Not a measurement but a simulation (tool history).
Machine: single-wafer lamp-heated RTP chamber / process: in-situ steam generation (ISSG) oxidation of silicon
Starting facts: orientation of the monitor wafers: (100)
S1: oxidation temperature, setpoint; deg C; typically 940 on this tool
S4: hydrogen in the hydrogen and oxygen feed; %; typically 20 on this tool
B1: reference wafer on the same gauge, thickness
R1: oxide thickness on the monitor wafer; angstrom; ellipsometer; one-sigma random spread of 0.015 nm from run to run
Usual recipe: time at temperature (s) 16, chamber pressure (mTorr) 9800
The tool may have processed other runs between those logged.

Run 1, hour 0: usual settings; B1 3.138. Result: R1 38.85 angstrom.
Run 2, hour 24.8: usual settings; B1 3.143. Result: R1 38.74 angstrom.
Run 3, hour 59.1: usual settings; B1 3.139. Result: R1 38.79 angstrom.
Run 4, hour 79: usual settings; B1 3.146. Result: R1 39.02 angstrom.
Run 5, hour 107.9: usual settings; B1 3.137. Result: R1 38.91 angstrom.
Run 6, hour 130.4: usual settings but S4 16 %; B1 3.14. Result: R1 37.14 angstrom.
Run 7, hour 165.2: usual settings but S4 16 %; B1 3.14. Result: R1 37.47 angstrom.
Run 8, hour 182.7: usual settings; B1 3.135. Result: R1 39.25 angstrom.
Run 9, hour 208.5: usual settings; B1 3.143. Result: R1 39.27 angstrom.
Run 10, hour 239.8: usual settings; B1 3.137. Result: R1 39.56 angstrom.
Run 11, hour 271.8: usual settings but time at temperature (s) 11, S4 27 %; B1 3.143. Result: R1 36.01 angstrom.
Run 12, hour 290.2: usual settings but time at temperature (s) 11, S4 27 %; B1 3.138. Result: R1 36.33 angstrom.
Run 13, hour 316.4: usual settings; B1 3.142. Result: R1 38.94 angstrom.
Run 14, hour 343: usual settings but time at temperature (s) 11, S4 25 %; B1 3.135. Result: R1 35.43 angstrom.
Run 15, hour 370.2: usual settings but S1 958 deg C, time at temperature (s) 21, chamber pressure (mTorr) 10200, S4 23 %; B1 3.138. Result: R1 46.78 angstrom.
Run 16, hour 405.1: usual settings but S1 925 deg C, S4 12 %; B1 3.137. Result: R1 33.81 angstrom.
Run 17, hour 440.9: usual settings; B1 3.145. Result: R1 38.77 angstrom.
Run 18, hour 457: usual settings but chamber pressure (mTorr) 8700, S4 27 %; B1 3.143. Result: R1 42.89 angstrom.
Run 19, hour 485: usual settings but S1 925 deg C, S4 12 %; B1 3.137. Result: R1 33.84 angstrom.
Run 20, hour 511.5: usual settings but S1 952 deg C, time at temperature (s) 12, chamber pressure (mTorr) 8500, S4 29 %; B1 3.138. Result: R1 40.41 angstrom.
Run 21, hour 546.3: usual settings; B1 3.138. Result: R1 38.44 angstrom.
Run 22, hour 564: usual settings but S1 925 deg C, chamber pressure (mTorr) 8800, S4 16 %; B1 3.139. Result: R1 35.86 angstrom.
Run 23, hour 595.4: usual settings; B1 3.137. Result: R1 38.48 angstrom.
Run 24, hour 614.8: usual settings but time at temperature (s) 19, S4 26 %; B1 3.139. Result: R1 43.85 angstrom.
Run 25, hour 631.4: usual settings but S1 922 deg C, time at temperature (s) 21, chamber pressure (mTorr) 10200, S4 30 %; B1 3.133. Result: R1 44.41 angstrom.
Run 26, hour 649.2: usual settings but S4 25 %; B1 3.144. Result: R1 40.92 angstrom.
Run 27, hour 683.9: usual settings but S1 951 deg C, time at temperature (s) 13, chamber pressure (mTorr) 9000, S4 16 %; B1 3.142. Result: R1 35.76 angstrom.
Run 28, hour 719.1: usual settings but S1 952 deg C, time at temperature (s) 18, S4 12 %; B1 3.143. Result: R1 38.18 angstrom.
Run 29, hour 746.7: usual settings but time at temperature (s) 19; B1 3.14. Result: R1 42.19 angstrom.
Run 30, hour 781.1: usual settings but time at temperature (s) 10; B1 3.138. Result: R1 32.94 angstrom.
Run 31, hour 813.1: usual settings but S1 959 deg C, time at temperature (s) 12; B1 3.141. Result: R1 36.85 angstrom.
Run 32, hour 831.4: usual settings but S1 958 deg C, time at temperature (s) 21; B1 3.138. Result: R1 46.52 angstrom.

Withheld: 5 entries from between the runs. Position of each, and hidden state at the listed run before versus the listed run after:
Run 6 -> run 7: hydrogen flow controller replaced (hour 157.3)
  true wafer temperature minus pyrometer reading, K: 4.34 -> 5.19
  difference, measured minus the result without the unlogged condition, R1: +0.41 -> +0.5 angstrom
Run 10 -> run 11: pyrometer window cleaned and pyrometer calibrated (hour 271.3)
  true wafer temperature minus pyrometer reading, K: 7.02 -> 0.348
  difference, measured minus the result without the unlogged condition, R1: +0.73 -> +0.03 angstrom
Run 16 -> run 17: gauge calibrated (hour 429.6)
  true wafer temperature minus pyrometer reading, K: 3.61 -> 4.48
  difference, measured minus the result without the unlogged condition, R1: +0.29 -> +0.45 angstrom
Run 19 -> run 20: pressure gauge zeroed (hour 511)
  true wafer temperature minus pyrometer reading, K: 5.56 -> 6.21
  difference, measured minus the result without the unlogged condition, R1: +0.44 -> +0.63 angstrom
Run 20 -> run 21: pyrometer window cleaned and pyrometer calibrated (hour 545.8)
  true wafer temperature minus pyrometer reading, K: 6.21 -> 0.0376
  difference, measured minus the result without the unlogged condition, R1: +0.63 -> +0 angstrom

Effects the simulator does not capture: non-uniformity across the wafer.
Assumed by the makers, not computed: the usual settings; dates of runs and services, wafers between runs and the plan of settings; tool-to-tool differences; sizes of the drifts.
